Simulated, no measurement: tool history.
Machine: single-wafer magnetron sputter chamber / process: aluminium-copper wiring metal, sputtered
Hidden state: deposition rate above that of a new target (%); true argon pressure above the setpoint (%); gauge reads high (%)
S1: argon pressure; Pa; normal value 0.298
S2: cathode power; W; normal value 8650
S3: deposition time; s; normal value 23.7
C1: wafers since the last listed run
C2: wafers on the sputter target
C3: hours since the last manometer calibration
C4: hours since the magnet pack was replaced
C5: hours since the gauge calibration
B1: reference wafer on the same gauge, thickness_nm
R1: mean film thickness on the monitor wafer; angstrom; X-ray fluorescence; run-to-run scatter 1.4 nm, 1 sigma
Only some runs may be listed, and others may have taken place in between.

run 1 hour=0 | S1=0.298 S2=8650 S3=23.7 | C1=0 C2=9930 C3=1754.2 C4=6522.6 C5=535.9 | B1=389.554 | R1=3997.04
run 2 hour=55.8 | S1=0.298 S2=8650 S3=23.7 | C1=1645 C2=11575 C3=1810 C4=6578.4 C5=591.7 | B1=389.779 | R1=4012.76
-- hour=82 sputter target and shields replaced
run 3 hour=120.9 | S1=0.298 S2=8650 S3=23.7 | C1=1683 C2=1146 C3=1875.1 C4=6643.5 C5=656.8 | B1=390.218 | R1=3995.37
run 4 hour=185.9 | S1=0.298 S2=8650 S3=23.7 | C1=1916 C2=3062 C3=1940.1 C4=6708.5 C5=721.8 | B1=390.07 | R1=4001.79
run 5 hour=283.4 | S1=0.298 S2=8650 S3=23.7 | C1=2874 C2=5936 C3=2037.6 C4=6806 C5=819.3 | B1=390.118 | R1=4004.14
run 6 hour=328.5 | S1=0.298 S2=8650 S3=23.7 | C1=1329 C2=7266 C3=2082.7 C4=6851.1 C5=864.4 | B1=390.213 | R1=4011.71
run 7 hour=366.2 | S1=0.298 S2=8650 S3=23.7 | C1=1111 C2=8378 C3=2120.4 C4=6888.8 C5=902.1 | B1=389.696 | R1=4015.76
run 8 hour=402.8 | S1=0.298 S2=8650 S3=23.7 | C1=1079 C2=9457 C3=2157 C4=6925.4 C5=938.7 | B1=390.206 | R1=4008.57
-- hour=450.8 sputter target and shields replaced
run 9 hour=494.9 | S1=0.298 S2=8650 S3=23.7 | C1=2479 C2=1301 C3=2249.1 C4=7017.5 C5=1030.8 | B1=390.365 | R1=3999.18
run 10 hour=548.9 | S1=0.324 S2=8650 S3=20.3 | C1=1592 C2=2893 C3=2303.1 C4=7071.5 C5=1084.8 | B1=390.038 | R1=3368.56
run 11 hour=596.1 | S1=0.324 S2=8650 S3=20.3 | C1=1391 C2=4285 C3=2350.3 C4=7118.7 C5=1132 | B1=389.715 | R1=3355.81
run 12 hour=729.7 | S1=0.324 S2=8650 S3=20.3 | C1=3938 C2=8223 C3=2483.9 C4=7252.3 C5=1265.6 | B1=389.934 | R1=3365.07
run 13 hour=808.3 | S1=0.27 S2=8650 S3=23.7 | C1=2317 C2=10541 C3=2562.5 C4=7330.9 C5=1344.2 | B1=389.901 | R1=4071.34
-- hour=852.9 capacitance manometer re-zeroed and calibrated
run 14 hour=896.4 | S1=0.27 S2=8650 S3=23.7 | C1=2361 C2=12902 C3=43.5 C4=7419 C5=1432.3 | B1=389.983 | R1=4124.43
-- hour=904.6 sputter target and shields replaced
-- hour=973.9 gauge calibrated
run 15 hour=994.2 | S1=0.298 S2=8650 S3=23.7 | C1=2647 C2=2642 C3=141.3 C4=7516.8 C5=20.3 | B1=389.694 | R1=4083.92
run 16 hour=1076.6 | S1=0.298 S2=8650 S3=23.7 | C1=2429 C2=5071 C3=223.7 C4=7599.2 C5=102.7 | B1=390.325 | R1=4081.44
-- hour=1088.6 magnet pack replaced
-- hour=1163 capacitance manometer re-zeroed and calibrated, repeated, since the last time left the tool worse
run 17 hour=1182.7 | S1=0.338 S2=9700 S3=21.2 | C1=2656 C2=7728 C3=19.7 C4=94.1 C5=208.8 | B1=390.283 | R1=3818.81
run 18 hour=1251.4 | S1=0.349 S2=10150 S3=19.7 | C1=2025 C2=9753 C3=88.4 C4=162.8 C5=277.5 | B1=389.903 | R1=3713.65
-- hour=1263.8 sputter target and shields replaced
run 19 hour=1347.8 | S1=0.298 S2=6600 S3=27.3 | C1=2606 C2=2475 C3=184.8 C4=259.2 C5=373.9 | B1=390.186 | R1=3480.6
run 20 hour=1385 | S1=0.355 S2=9600 S3=21.2 | C1=1096 C2=3572 C3=222 C4=296.4 C5=411.1 | B1=389.796 | R1=3759.49
run 21 hour=1483.8 | S1=0.417 S2=10150 S3=25.2 | C1=2912 C2=6485 C3=320.8 C4=395.2 C5=509.9 | B1=389.767 | R1=4538.93
run 22 hour=1572.5 | S1=0.298 S2=8650 S3=23.7 | C1=2615 C2=9100 C3=409.5 C4=483.9 C5=598.6 | B1=389.449 | R1=3966.32
run 23 hour=1629.7 | S1=0.324 S2=8650 S3=20.3 | C1=1686 C2=10786 C3=466.7 C4=541.1 C5=655.8 | B1=389.958 | R1=3337.58
run 24 hour=1716.1 | S1=0.377 S2=7700 S3=27.8 | C1=2547 C2=13334 C3=553.1 C4=627.5 C5=742.2 | B1=389.998 | R1=3929.32
-- hour=1728.4 sputter target and shields replaced
run 25 hour=1799.4 | S1=0.298 S2=9500 S3=21.7 | C1=2220 C2=2093 C3=636.4 C4=710.8 C5=825.5 | B1=389.283 | R1=3999.6
run 26 hour=1838.7 | S1=0.298 S2=7800 S3=21 | C1=1158 C2=3252 C3=675.7 C4=750.1 C5=864.8 | B1=390.179 | R1=3180.11
run 27 hour=1893.2 | S1=0.383 S2=7950 S3=21 | C1=1606 C2=4858 C3=730.2 C4=804.6 C5=919.3 | B1=389.427 | R1=3057.7
run 28 hour=1972.9 | S1=0.298 S2=6600 S3=27.3 | C1=2349 C2=7208 C3=809.9 C4=884.3 C5=999 | B1=390.01 | R1=3509.42
run 29 hour=2041.6 | S1=0.298 S2=8650 S3=21.5 | C1=2025 C2=9234 C3=878.6 C4=953 C5=1067.7 | B1=390.717 | R1=3626.74
run 30 hour=2099.5 | S1=0.225 S2=8650 S3=27.3 | C1=1707 C2=10941 C3=936.5 C4=1010.9 C5=1125.6 | B1=389.885 | R1=4860.75

Hidden state at the last listed run before each entry between runs and at the first one after, where it differs:
Runs 2 to 3: sputter target and shields replaced (hour 82)
  true argon pressure above the setpoint (%): -7.91 -> -8
  what was measured, less what the result would be without the hidden state, R1: +74.46 -> +75.01 angstrom
Runs 8 to 9: sputter target and shields replaced (hour 450.8)
  true argon pressure above the setpoint (%): -8.33 -> -8.42
  what was measured, less what the result would be without the hidden state, R1: +78.36 -> +79 angstrom
Runs 13 to 14: capacitance manometer re-zeroed and calibrated (hour 852.9)
  true argon pressure above the setpoint (%): -8.66 -> -16.9
  what was measured, less what the result would be without the hidden state, R1: +71.78 -> +141.29 angstrom
Runs 14 to 15: sputter target and shields replaced (hour 904.6); gauge calibrated (hour 973.9)
  true argon pressure above the setpoint (%): -16.9 -> -18
  what was measured, less what the result would be without the hidden state, R1: +141.29 -> +170.85 angstrom
Runs 16 to 17: magnet pack replaced (hour 1088.6); capacitance manometer re-zeroed and calibrated, repeated, since the last time left the tool worse (hour 1163)
  true argon pressure above the setpoint (%): -18.8 -> -1.41
  what was measured, less what the result would be without the hidden state, R1: +178.23 -> +15.06 angstrom
Runs 18 to 19: sputter target and shields replaced (hour 1263.8)
  true argon pressure above the setpoint (%): -2.18 -> -3.17
  what was measured, less what the result would be without the hidden state, R1: +23.59 -> +25.96 angstrom
Runs 24 to 25: sputter target and shields replaced (hour 1728.4)
  true argon pressure above the setpoint (%): -6.07 -> -6.57
  what was measured, less what the result would be without the hidden state, R1: +76.12 -> +61.7 angstrom

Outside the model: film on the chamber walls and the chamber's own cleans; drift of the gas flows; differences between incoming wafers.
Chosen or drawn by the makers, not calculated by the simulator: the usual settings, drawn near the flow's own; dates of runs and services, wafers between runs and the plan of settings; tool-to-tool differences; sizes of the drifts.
